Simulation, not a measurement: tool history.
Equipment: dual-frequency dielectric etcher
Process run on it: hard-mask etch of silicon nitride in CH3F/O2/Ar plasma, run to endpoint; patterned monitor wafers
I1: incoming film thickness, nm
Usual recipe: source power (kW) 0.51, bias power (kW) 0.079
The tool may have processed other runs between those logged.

run 1 day=0 | source_power_(kW)=0.51 bias_power_(kW)=0.079 | I1=43.48 | endpoint_time_(s)=54.6
run 2 day=0.292 | source_power_(kW)=0.51 bias_power_(kW)=0.079 | I1=43.51 | endpoint_time_(s)=54.8
run 3 day=1.038 | source_power_(kW)=0.59 bias_power_(kW)=0.079 | I1=43.65 | endpoint_time_(s)=50.4
run 4 day=1.729 | source_power_(kW)=0.59 bias_power_(kW)=0.079 | I1=43.99 | endpoint_time_(s)=51
run 5 day=2.158 | source_power_(kW)=0.59 bias_power_(kW)=0.079 | I1=43.63 | endpoint_time_(s)=50.3
run 6 day=3.942 | source_power_(kW)=0.6 bias_power_(kW)=0.079 | I1=43.05 | endpoint_time_(s)=49.3
run 7 day=4.533 | source_power_(kW)=0.6 bias_power_(kW)=0.079 | I1=43.06 | endpoint_time_(s)=49
run 8 day=5.192 | source_power_(kW)=0.6 bias_power_(kW)=0.079 | I1=43.06 | endpoint_time_(s)=48.8
run 9 day=5.938 | source_power_(kW)=0.51 bias_power_(kW)=0.079 | I1=42.9 | endpoint_time_(s)=53.3
-- day=6.296 source power generator calibrated
run 10 day=6.675 | source_power_(kW)=0.51 bias_power_(kW)=0.079 | I1=43.23 | endpoint_time_(s)=53.6
run 11 day=7.008 | source_power_(kW)=0.55 bias_power_(kW)=0.079 | I1=43.77 | endpoint_time_(s)=52
run 12 day=7.7 | source_power_(kW)=0.55 bias_power_(kW)=0.079 | I1=43.67 | endpoint_time_(s)=51.8
run 13 day=8.183 | source_power_(kW)=0.55 bias_power_(kW)=0.079 | I1=43.95 | endpoint_time_(s)=52
run 14 day=8.896 | source_power_(kW)=0.51 bias_power_(kW)=0.079 | I1=43.48 | endpoint_time_(s)=53.8
run 15 day=9.292 | source_power_(kW)=0.51 bias_power_(kW)=0.079 | I1=43.3 | endpoint_time_(s)=53.5
-- day=11.333 upper electrode replaced
run 16 day=11.354 | source_power_(kW)=0.61 bias_power_(kW)=0.09 | I1=43.64 | endpoint_time_(s)=46.9
run 17 day=11.754 | source_power_(kW)=0.51 bias_power_(kW)=0.079 | I1=43.23 | endpoint_time_(s)=53
run 18 day=12.329 | source_power_(kW)=0.51 bias_power_(kW)=0.068 | I1=43.61 | endpoint_time_(s)=55.2
run 19 day=12.688 | source_power_(kW)=0.51 bias_power_(kW)=0.079 | I1=43.45 | endpoint_time_(s)=53.3
run 20 day=13.038 | source_power_(kW)=0.43 bias_power_(kW)=0.094 | I1=43.12 | endpoint_time_(s)=55.7
-- day=14.354 bias power generator calibrated
-- day=15.9 wet clean of the chamber
run 21 day=15.921 | source_power_(kW)=0.44 bias_power_(kW)=0.079 | I1=43.25 | endpoint_time_(s)=60.2
run 22 day=15.938 | source_power_(kW)=0.62 bias_power_(kW)=0.087 | I1=43.43 | endpoint_time_(s)=48.4
run 23 day=16.017 | source_power_(kW)=0.51 bias_power_(kW)=0.079 | I1=43.01 | endpoint_time_(s)=54.7
run 24 day=16.496 | source_power_(kW)=0.51 bias_power_(kW)=0.079 | I1=43.1 | endpoint_time_(s)=54.7
run 25 day=16.833 | source_power_(kW)=0.57 bias_power_(kW)=0.079 | I1=43.92 | endpoint_time_(s)=52.3
run 26 day=17.483 | source_power_(kW)=0.45 bias_power_(kW)=0.06 | I1=43.35 | endpoint_time_(s)=63.5

Predict the results of run 27:
run 27 day=18.233 | source_power_(kW)=0.44 bias_power_(kW)=0.088 | I1=43.57 | endpoint_time_(s)=?

{"run 27": {"endpoint time (s)": 58.6}}
If the tool had no hidden condition, the same run with the same run-to-run variation would have returned endpoint time (s) 59.1.

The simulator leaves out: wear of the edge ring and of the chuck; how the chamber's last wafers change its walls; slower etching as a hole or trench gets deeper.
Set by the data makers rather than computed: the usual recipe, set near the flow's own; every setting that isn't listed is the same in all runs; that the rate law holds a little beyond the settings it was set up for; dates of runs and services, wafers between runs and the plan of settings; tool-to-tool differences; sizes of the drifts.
